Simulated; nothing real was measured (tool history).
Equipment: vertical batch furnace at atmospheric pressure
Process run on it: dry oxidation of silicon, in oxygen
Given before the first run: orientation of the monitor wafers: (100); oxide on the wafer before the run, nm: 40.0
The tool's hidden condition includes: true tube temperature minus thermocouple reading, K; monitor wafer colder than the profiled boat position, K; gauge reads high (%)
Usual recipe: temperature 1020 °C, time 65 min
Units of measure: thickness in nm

run	hour	temperature	time	wafers since the last listed run	hours since the last temperature calibration	hours since the boat lift was adjusted	hours since the gauge calibration	read-back reference wafer on the same gauge, thickness	thickness
1	0	1035	48.5	0	1647.5	5391.4	212.8	87.47	75.16
2	67.6	1035	48.5	562	1715.1	5459	280.4	87.39	75.43
3	92	1010	65	202	1739.5	5483.4	304.8	87.4	74.85
4	131.2	1010	65	326	1778.7	5522.6	344	87.35	74.66
5	188.8	1010	65	479	1836.3	5580.2	401.6	87.43	74.83
6	252.5	1020	65	529	1900	5643.9	465.3	87.39	79.68
7	322.9	1020	65	585	1970.4	5714.3	535.7	87.41	79.4
8	392.3	1020	65	577	2039.8	5783.7	605.1	87.37	79.33
9	434.9	1020	65	354	2082.4	5826.3	647.7	87.42	79.37
10	501.4	1020	65	553	2148.9	5892.8	714.2	87.35	79.51
11	549.3	1020	46.5	398	2196.8	5940.7	762.1	87.44	69.15
# hour 611: boat lift adjusted
12	611.5	1020	65	317	2259	0.5	824.3	87.41	79.75
13	672.7	1036	65	509	2320.2	61.7	885.5	87.4	88.04
# hour 762.6: thermocouples replaced and temperature profile calibrated
# hour 793.6: gauge calibrated
14	801.4	1000	77	870	38.8	190.4	7.8	87.4	75.08
15	856	1035	89.5	454	93.4	245	62.4	87.42	100.34
16	900.3	1020	81.5	368	137.7	289.3	106.7	87.43	86.85
17	949.2	1020	65	406	186.6	338.2	155.6	87.44	78.14
18	1019.7	1038	36	586	257.1	408.7	226.1	87.42	67.14

How would selected steps in thickness from run to run divide? Give the signed amount a tool lacking its hidden state would still show from settings, what came in and random variation, and the signed amount left for the hidden state, including any gauge scatter that is not in both of the compared results.
Run 13 -> 14: temperature 1036 -> 1000, time 65 -> 77, thermocouples replaced and temperature profile calibrated, gauge calibrated. thickness -12.96 nm: hidden state -2, all else -10.96.
Run 14 -> 15: temperature 1000 -> 1035, time 77 -> 89.5. thickness +25.26 nm: hidden state +0.05, all else +25.21.

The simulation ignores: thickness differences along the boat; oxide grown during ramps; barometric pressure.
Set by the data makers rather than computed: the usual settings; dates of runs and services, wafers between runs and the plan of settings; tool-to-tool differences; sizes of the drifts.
